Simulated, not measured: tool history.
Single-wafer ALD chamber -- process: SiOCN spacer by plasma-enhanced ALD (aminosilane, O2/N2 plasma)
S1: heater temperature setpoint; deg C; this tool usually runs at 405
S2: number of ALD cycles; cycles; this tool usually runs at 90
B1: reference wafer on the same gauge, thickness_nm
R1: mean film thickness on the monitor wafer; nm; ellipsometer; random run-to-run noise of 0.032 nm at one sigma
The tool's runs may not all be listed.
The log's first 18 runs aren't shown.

run 19 day=21.05 | S1=405 S2=90 | B1=5.347 | R1=5.51
run 20 day=22.967 | S1=405 S2=90 | B1=5.349 | R1=5.566
run 21 day=24.358 | S1=415 S2=90 | B1=5.348 | R1=5.336
run 22 day=25.512 | S1=405 S2=90 | B1=5.349 | R1=5.593
run 23 day=26.883 | S1=418 S2=96 | B1=5.343 | R1=5.649
-- day=27.425 thermocouple changed; heater temperature recalibrated
-- day=27.525 gauge calibrated
run 24 day=28.317 | S1=392 S2=101 | B1=5.351 | R1=6.331
run 25 day=29.5 | S1=405 S2=90 | B1=5.354 | R1=5.599
run 26 day=30.575 | S1=413 S2=105 | B1=5.342 | R1=6.229
run 27 day=31.504 | S1=417 S2=90 | B1=5.353 | R1=5.34
run 28 day=32.446 | S1=418 S2=74 | B1=5.346 | R1=4.32
run 29 day=33.812 | S1=405 S2=90 | B1=5.357 | R1=5.587

What will run 30 give?
run 30 day=35.088 | S1=394 S2=90 | B1=? | R1=?

B1: 5.352
R1: 5.664 nm
With no hidden state in the tool, this same run would have given R1 5.664 nm.
